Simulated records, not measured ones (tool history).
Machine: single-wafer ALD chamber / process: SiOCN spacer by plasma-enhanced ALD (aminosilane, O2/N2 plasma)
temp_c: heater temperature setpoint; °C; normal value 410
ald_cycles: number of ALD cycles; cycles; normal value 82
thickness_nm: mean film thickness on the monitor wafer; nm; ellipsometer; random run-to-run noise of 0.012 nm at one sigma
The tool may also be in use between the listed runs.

run	day	temp_c	ald_cycles	read-back reference wafer on the same gauge, thickness_nm	thickness_nm
1	0.000	410	82	4.155	4.907
2	0.300	410	82	4.159	4.934
3	0.812	410	82	4.159	4.914
4	1.562	410	82	4.159	4.908
5	1.858	402	82	4.154	5.043
6	2.246	402	82	4.156	5.027
7	2.754	410	82	4.156	4.924
8	3.379	410	82	4.153	4.915
9	4.104	410	82	4.150	4.902
10	4.754	410	82	4.153	4.897
# day 5.192: gauge calibrated
11	5.204	410	82	4.202	4.966
12	5.858	404	82	4.196	5.049
13	6.175	410	82	4.198	4.962
14	6.508	410	82	4.191	4.960
15	7.154	410	82	4.185	4.935
16	7.450	410	82	4.187	4.952
17	7.867	410	82	4.180	4.950
18	8.262	410	82	4.176	4.937
# day 9.033: thermocouple changed; heater temperature recalibrated
19	9.054	410	67	4.178	4.009
20	9.312	423	66	4.177	3.837
21	9.975	420	69	4.167	4.023
22	10.346	410	96	4.170	5.788
23	11.454	397	73	4.166	4.522
24	12.150	410	82	4.163	4.914

Run 25 comes next. What will it give?
25	12.438	410	92	?	?

read-back reference wafer on the same gauge, thickness_nm: 4.161
thickness_nm: 5.513 nm
Were there no unlogged condition in the tool, this run, its random variation unchanged, would have produced thickness_nm 5.560 nm.

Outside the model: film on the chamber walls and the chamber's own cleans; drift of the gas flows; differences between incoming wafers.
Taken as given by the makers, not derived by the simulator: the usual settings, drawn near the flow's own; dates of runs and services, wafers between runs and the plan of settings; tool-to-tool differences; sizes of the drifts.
